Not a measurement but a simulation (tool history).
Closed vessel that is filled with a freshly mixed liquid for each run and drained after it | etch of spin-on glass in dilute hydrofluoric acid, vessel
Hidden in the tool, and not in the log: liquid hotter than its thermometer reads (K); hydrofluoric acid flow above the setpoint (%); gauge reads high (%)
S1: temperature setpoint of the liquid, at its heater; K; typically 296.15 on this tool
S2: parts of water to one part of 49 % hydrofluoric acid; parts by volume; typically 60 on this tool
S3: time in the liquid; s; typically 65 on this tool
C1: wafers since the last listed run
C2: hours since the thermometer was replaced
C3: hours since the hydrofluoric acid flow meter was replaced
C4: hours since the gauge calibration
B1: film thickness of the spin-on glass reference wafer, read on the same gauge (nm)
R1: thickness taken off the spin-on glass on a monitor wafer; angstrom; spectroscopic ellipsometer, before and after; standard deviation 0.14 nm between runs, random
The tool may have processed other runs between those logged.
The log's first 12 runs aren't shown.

{"hour": 665.3, "done": "thermometer replaced"}
{"run": 13, "hour": 684.0, "S1": 296.15, "S2": 60, "S3": 90, "C1": 4066, "C2": 18.7, "C3": 622.2, "C4": 2201.3, "B1": 70.0, "R1": 445.6}
{"run": 14, "hour": 738.9, "S1": 296.15, "S2": 60, "S3": 90, "C1": 7247, "C2": 73.6, "C3": 677.1, "C4": 2256.2, "B1": 70.0, "R1": 444.1}
{"run": 15, "hour": 783.0, "S1": 294.65, "S2": 75, "S3": 80, "C1": 5822, "C2": 117.7, "C3": 721.2, "C4": 2300.3, "B1": 69.98, "R1": 296.9}
{"hour": 941.4, "done": "hydrofluoric acid flow meter replaced"}
{"run": 16, "hour": 969.9, "S1": 296.15, "S2": 60, "S3": 50, "C1": 24542, "C2": 304.6, "C3": 28.5, "C4": 2487.2, "B1": 69.98, "R1": 241.9}
{"run": 17, "hour": 1009.2, "S1": 296.15, "S2": 60, "S3": 105, "C1": 5188, "C2": 343.9, "C3": 67.8, "C4": 2526.5, "B1": 69.98, "R1": 509.6}
{"run": 18, "hour": 1063.0, "S1": 296.15, "S2": 60, "S3": 65, "C1": 7102, "C2": 397.7, "C3": 121.6, "C4": 2580.3, "B1": 70.01, "R1": 313.9}
{"run": 19, "hour": 1091.4, "S1": 296.15, "S2": 60, "S3": 75, "C1": 3749, "C2": 426.1, "C3": 150.0, "C4": 2608.7, "B1": 69.99, "R1": 365.9}
{"run": 20, "hour": 1118.0, "S1": 294.65, "S2": 75, "S3": 45, "C1": 3511, "C2": 452.7, "C3": 176.6, "C4": 2635.3, "B1": 69.99, "R1": 162.3}
{"run": 21, "hour": 1188.0, "S1": 296.15, "S2": 60, "S3": 65, "C1": 9241, "C2": 522.7, "C3": 246.6, "C4": 2705.3, "B1": 70.01, "R1": 317.8}
{"run": 22, "hour": 1239.8, "S1": 296.15, "S2": 60, "S3": 65, "C1": 6838, "C2": 574.5, "C3": 298.4, "C4": 2757.1, "B1": 70.02, "R1": 319.5}
{"run": 23, "hour": 1293.5, "S1": 296.15, "S2": 60, "S3": 65, "C1": 7089, "C2": 628.2, "C3": 352.1, "C4": 2810.8, "B1": 70.0, "R1": 318.6}
{"hour": 1295.8, "done": "gauge calibrated"}
{"run": 24, "hour": 1334.9, "S1": 296.15, "S2": 60, "S3": 65, "C1": 5465, "C2": 669.6, "C3": 393.5, "C4": 39.1, "B1": 69.97, "R1": 324.5}
{"run": 25, "hour": 1406.4, "S1": 296.15, "S2": 60, "S3": 65, "C1": 9439, "C2": 741.1, "C3": 465.0, "C4": 110.6, "B1": 69.99, "R1": 322.0}
{"hour": 1431.0, "done": "thermometer replaced"}
{"run": 26, "hour": 1441.5, "S1": 299.65, "S2": 90, "S3": 100, "C1": 4501, "C2": 10.5, "C3": 500.1, "C4": 145.7, "B1": 70.0, "R1": 360.1}
{"run": 27, "hour": 1497.8, "S1": 296.15, "S2": 60, "S3": 80, "C1": 7432, "C2": 66.8, "C3": 556.4, "C4": 202.0, "B1": 70.03, "R1": 390.3}
{"run": 28, "hour": 1545.3, "S1": 291.65, "S2": 60, "S3": 65, "C1": 6270, "C2": 114.3, "C3": 603.9, "C4": 249.5, "B1": 69.99, "R1": 266.4}
{"run": 29, "hour": 1579.1, "S1": 301.15, "S2": 35, "S3": 30, "C1": 4462, "C2": 148.1, "C3": 637.7, "C4": 283.3, "B1": 70.01, "R1": 322.8}
{"run": 30, "hour": 1638.1, "S1": 300.15, "S2": 60, "S3": 80, "C1": 7789, "C2": 207.1, "C3": 696.7, "C4": 342.3, "B1": 69.99, "R1": 469.1}
{"run": 31, "hour": 1707.5, "S1": 296.15, "S2": 85, "S3": 65, "C1": 9162, "C2": 276.5, "C3": 766.1, "C4": 411.7, "B1": 70.01, "R1": 222.2}
{"run": 32, "hour": 1744.6, "S1": 294.15, "S2": 80, "S3": 30, "C1": 4897, "C2": 313.6, "C3": 803.2, "C4": 448.8, "B1": 69.99, "R1": 100.8}
{"run": 33, "hour": 1778.0, "S1": 301.15, "S2": 90, "S3": 45, "C1": 4409, "C2": 347.0, "C3": 836.6, "C4": 482.2, "B1": 70.0, "R1": 177.2}
{"run": 34, "hour": 1832.2, "S1": 296.15, "S2": 60, "S3": 65, "C1": 7155, "C2": 401.2, "C3": 890.8, "C4": 536.4, "B1": 70.0, "R1": 330.1}

Predict each of these 3 candidate next runs independently; none follows another, all start after run 34:
{"run": "A", "hour": 1832.9, "S1": 292.15, "S2": 60, "S3": 65, "C1": 92, "C2": 401.9, "C3": 891.5, "C4": 537.1, "B1": "?", "R1": "?"}
{"run": "B", "hour": 1832.9, "S1": 291.65, "S2": 80, "S3": 35, "C1": 92, "C2": 401.9, "C3": 891.5, "C4": 537.1, "B1": "?", "R1": "?"}
{"run": "C", "hour": 1832.9, "S1": 296.15, "S2": 70, "S3": 100, "C1": 92, "C2": 401.9, "C3": 891.5, "C4": 537.1, "B1": "?", "R1": "?"}

run=A B1=70.01 R1=278.7
run=B B1=70.01 R1=107.8
run=C B1=70.01 R1=429.1
What these runs would have given with no unlogged condition in the tool:
run=A R1=263.7
run=B R1=101.9
run=C R1=405.9
